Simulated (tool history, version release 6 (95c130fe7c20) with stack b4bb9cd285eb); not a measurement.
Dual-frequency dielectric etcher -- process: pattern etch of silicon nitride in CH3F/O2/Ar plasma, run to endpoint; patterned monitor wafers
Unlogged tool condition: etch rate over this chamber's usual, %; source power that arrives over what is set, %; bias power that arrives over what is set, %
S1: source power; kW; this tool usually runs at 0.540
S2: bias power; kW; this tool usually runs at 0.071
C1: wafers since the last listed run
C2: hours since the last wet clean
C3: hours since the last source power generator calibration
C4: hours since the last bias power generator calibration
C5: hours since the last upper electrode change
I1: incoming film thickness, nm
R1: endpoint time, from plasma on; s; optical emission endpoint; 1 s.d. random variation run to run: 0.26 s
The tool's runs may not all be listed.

run     day     S1     S2   C1     C2      C3      C4      C5     I1    R1
  1   0.000  0.640  0.061    0  317.2  3204.1  3231.4  2299.0  43.40  50.5
  2   2.221  0.640  0.061  425  370.5  3257.4  3284.7  2352.3  43.73  50.2
  3   4.212  0.640  0.061  381  418.3  3305.2  3332.5  2400.1  43.78  50.4
  4   6.854  0.540  0.083  506  481.7  3368.6  3395.9  2463.5  43.57  50.3
  5   8.438  0.540  0.083  303  519.7  3406.6  3433.9  2501.5  43.11  49.2
     11.608  -- source power generator calibrated
     12.017  -- bias power generator calibrated
     12.100  -- wet clean of the chamber
  6  12.121  0.540  0.071  626    0.5    12.3     2.5  2589.9  43.12  54.4
  7  13.233  0.540  0.071  213   27.2    39.0    29.2  2616.6  43.84  54.8
  8  15.850  0.640  0.077  501   90.0   101.8    92.0  2679.4  43.19  47.8
  9  19.567  0.480  0.079  712  179.2   191.0   181.2  2768.6  43.66  55.6
 10  21.721  0.540  0.071  412  230.9   242.7   232.9  2820.3  43.28  53.3
     25.538  -- upper electrode replaced
 11  25.558  0.480  0.062  543  323.0   334.8   325.0     0.5  43.41  58.1
 12  26.871  0.450  0.054  251  354.5   366.3   356.5    32.0  43.83  63.7
 13  29.171  0.420  0.056  440  409.7   421.5   411.7    87.2  43.74  64.8
 14  32.454  0.480  0.062  629  488.5   500.3   490.5   166.0  43.45  58.0

Here are 3 independent what-if runs from the current tool condition. What would each one return?
  A  32.471  0.540  0.071   3  488.9  500.7  490.9  166.4  43.64   ?
  B  32.471  0.620  0.054   3  488.9  500.7  490.9  166.4  43.64   ?
  C  32.471  0.600  0.066   3  488.9  500.7  490.9  166.4  43.64   ?

run    R1
  A  52.3
  B  52.4
  C  50.5
With no hidden state in the tool, these same runs would have given:
run    R1
  A  54.9
  B  55.0
  C  53.0
